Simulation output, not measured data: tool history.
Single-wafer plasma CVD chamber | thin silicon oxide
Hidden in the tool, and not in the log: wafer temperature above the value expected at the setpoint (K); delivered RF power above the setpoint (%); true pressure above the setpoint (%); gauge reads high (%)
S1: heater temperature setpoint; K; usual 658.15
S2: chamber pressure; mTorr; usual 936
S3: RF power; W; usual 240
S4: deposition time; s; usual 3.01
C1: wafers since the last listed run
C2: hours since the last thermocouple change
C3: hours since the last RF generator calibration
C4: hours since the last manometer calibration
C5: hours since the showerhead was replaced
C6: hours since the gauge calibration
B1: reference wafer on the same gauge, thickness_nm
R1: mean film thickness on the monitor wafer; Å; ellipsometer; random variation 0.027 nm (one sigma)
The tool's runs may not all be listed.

Run 1, hour 0: usual settings; C1 0; C2 1327.6; C3 20.2; C4 971.2; C5 6426.8; C6 1887.1; B1 6.065. Result: R1 50.28 Å.
Run 2, hour 48.2: usual settings; C1 1895; C2 1375.8; C3 68.4; C4 1019.4; C5 6475; C6 1935.3; B1 6.045. Result: R1 50.08 Å.
Run 3, hour 140: usual settings; C1 3610; C2 1467.6; C3 160.2; C4 1111.2; C5 6566.8; C6 2027.1; B1 6.049. Result: R1 49.97 Å.
Run 4, hour 222.1: usual settings; C1 3228; C2 1549.7; C3 242.3; C4 1193.3; C5 6648.9; C6 2109.2; B1 6.056. Result: R1 50.54 Å.
At hour 235.1: gauge calibrated.
Run 5, hour 307.8: usual settings; C1 3370; C2 1635.4; C3 328; C4 1279; C5 6734.6; C6 72.7; B1 6.059. Result: R1 50.16 Å.
Run 6, hour 358.9: usual settings; C1 2009; C2 1686.5; C3 379.1; C4 1330.1; C5 6785.7; C6 123.8; B1 6.059. Result: R1 49.63 Å.
At hour 419.2: thermocouple changed; heater temperature recalibrated.
Run 7, hour 437.8: usual settings; C1 2788; C2 18.6; C3 458; C4 1409; C5 6864.6; C6 202.7; B1 6.055. Result: R1 49.82 Å.
Run 8, hour 517.3: usual settings; C1 3126; C2 98.1; C3 537.5; C4 1488.5; C5 6944.1; C6 282.2; B1 6.042. Result: R1 49.01 Å.
Run 9, hour 579.6: usual settings but S1 669.15 K, S2 1055 mTorr; C1 2450; C2 160.4; C3 599.8; C4 1550.8; C5 7006.4; C6 344.5; B1 6.056. Result: R1 52.52 Å.
Run 10, hour 645.5: usual settings but S2 1011 mTorr; C1 2591; C2 226.3; C3 665.7; C4 1616.7; C5 7072.3; C6 410.4; B1 6.05. Result: R1 50.77 Å.
Run 11, hour 719.6: usual settings but S3 285 W; C1 2914; C2 300.4; C3 739.8; C4 1690.8; C5 7146.4; C6 484.5; B1 6.054. Result: R1 54.82 Å.
Run 12, hour 819.3: usual settings; C1 3920; C2 400.1; C3 839.5; C4 1790.5; C5 7246.1; C6 584.2; B1 6.049. Result: R1 47.99 Å.
Run 13, hour 908: usual settings but S3 210 W, S4 3.49 s; C1 3488; C2 488.8; C3 928.2; C4 1879.2; C5 7334.8; C6 672.9; B1 6.052. Result: R1 49.7 Å.
Run 14, hour 992.2: usual settings but S3 205 W; C1 3311; C2 573; C3 1012.4; C4 1963.4; C5 7419; C6 757.1; B1 6.056. Result: R1 40.88 Å.
Run 15, hour 1033.8: usual settings but S4 2.82 s; C1 1635; C2 614.6; C3 1054; C4 2005; C5 7460.6; C6 798.7; B1 6.056. Result: R1 44.36 Å.
At hour 1044.5: RF generator calibrated.
Run 16, hour 1078.8: usual settings but S1 644.15 K, S2 1015 mTorr, S3 285 W, S4 2.82 s; C1 1455; C2 659.6; C3 34.3; C4 2050; C5 7505.6; C6 843.7; B1 6.06. Result: R1 55.13 Å.
Run 17, hour 1174.5: usual settings but S2 707 mTorr, S3 265 W; C1 3763; C2 755.3; C3 130; C4 2145.7; C5 7601.3; C6 939.4; B1 6.05. Result: R1 43.74 Å.
Run 18, hour 1224.7: usual settings but S1 667.15 K, S2 1155 mTorr, S3 225 W, S4 2.5 s; C1 1974; C2 805.5; C3 180.2; C4 2195.9; C5 7651.5; C6 989.6; B1 6.068. Result: R1 43.36 Å.
Run 19, hour 1306.6: usual settings but S4 2.55 s; C1 3220; C2 887.4; C3 262.1; C4 2277.8; C5 7733.4; C6 1071.5; B1 6.05. Result: R1 41.77 Å.
Run 20, hour 1377.9: usual settings; C1 2804; C2 958.7; C3 333.4; C4 2349.1; C5 7804.7; C6 1142.8; B1 6.034. Result: R1 48.34 Å.
At hour 1446.5: capacitance manometer re-zeroed and calibrated.
Run 21, hour 1472.6: usual settings but S3 270 W, S4 3.55 s; C1 3409; C2 1053.4; C3 428.1; C4 26.1; C5 7899.4; C6 1237.5; B1 6.055. Result: R1 63.94 Å.
At hour 1492.6: showerhead replaced.
Run 22, hour 1552.5: usual settings but S1 650.15 K, S4 2.53 s; C1 2827; C2 1133.3; C3 508; C4 106; C5 59.9; C6 1317.4; B1 6.053. Result: R1 42.17 Å.
Run 23, hour 1618.2: usual settings but S4 3.16 s; C1 2583; C2 1199; C3 573.7; C4 171.7; C5 125.6; C6 1383.1; B1 6.042. Result: R1 52.74 Å.
Run 24, hour 1710.7: usual settings but S2 1042 mTorr; C1 3637; C2 1291.5; C3 666.2; C4 264.2; C5 218.1; C6 1475.6; B1 6.042. Result: R1 52.57 Å.
Run 25, hour 1758.4: usual settings but S1 650.15 K, S3 285 W; C1 1875; C2 1339.2; C3 713.9; C4 311.9; C5 265.8; C6 1523.3; B1 6.05. Result: R1 55.93 Å.
Run 26, hour 1797.3: usual settings; C1 1529; C2 1378.1; C3 752.8; C4 350.8; C5 304.7; C6 1562.2; B1 6.058. Result: R1 49.36 Å.
Run 27, hour 1888.2: usual settings but S1 667.15 K, S2 801 mTorr, S3 205 W, S4 2.69 s; C1 3574; C2 1469; C3 843.7; C4 441.7; C5 395.6; C6 1653.1; B1 6.032. Result: R1 34.05 Å.
Run 28, hour 1932.3: usual settings but S1 673.15 K, S2 773 mTorr, S3 285 W; C1 1734; C2 1513.1; C3 887.8; C4 485.8; C5 439.7; C6 1697.2; B1 6.045. Result: R1 48.03 Å.
At hour 2115: RF generator calibrated.
Run 29, hour 2164.8: usual settings; C1 8828; C2 1745.6; C3 49.8; C4 718.3; C5 672.2; C6 1929.7; B1 6.045. Result: R1 50.15 Å.

The tool's hidden state at each run:
wafer temperature above the value expected at the setpoint (K): 0 in every run
gauge reads high (%): 0 in every run
H1: delivered RF power above the setpoint (%)
H2: true pressure above the setpoint (%)
run      H1       H2
  1   -0.78   0.0798
  2  -0.803  -0.0226
  3  -0.918   -0.232
  4    -1.1   -0.434
  5   -1.37    -0.66
  6   -1.56   -0.802
  7   -1.93    -1.03
  8   -2.36    -1.28
  9   -2.75    -1.48
 10    -3.2     -1.7
 11   -3.77    -1.97
 12   -4.64    -2.34
 13    -5.5    -2.68
 14   -6.39    -3.03
 15   -6.86    -3.21
 16  -0.308     -3.4
 17  -0.394    -3.83
 18  -0.479    -4.06
 19  -0.678    -4.45
 20   -0.91    -4.81
 21   -1.31   0.0866
 22   -1.71   0.0754
 23    -2.1   0.0559
 24   -2.73   0.0128
 25   -3.09  -0.0165
 26    -3.4  -0.0441
 27    -4.2   -0.121
 28   -4.62   -0.165
 29  -0.188   -0.464

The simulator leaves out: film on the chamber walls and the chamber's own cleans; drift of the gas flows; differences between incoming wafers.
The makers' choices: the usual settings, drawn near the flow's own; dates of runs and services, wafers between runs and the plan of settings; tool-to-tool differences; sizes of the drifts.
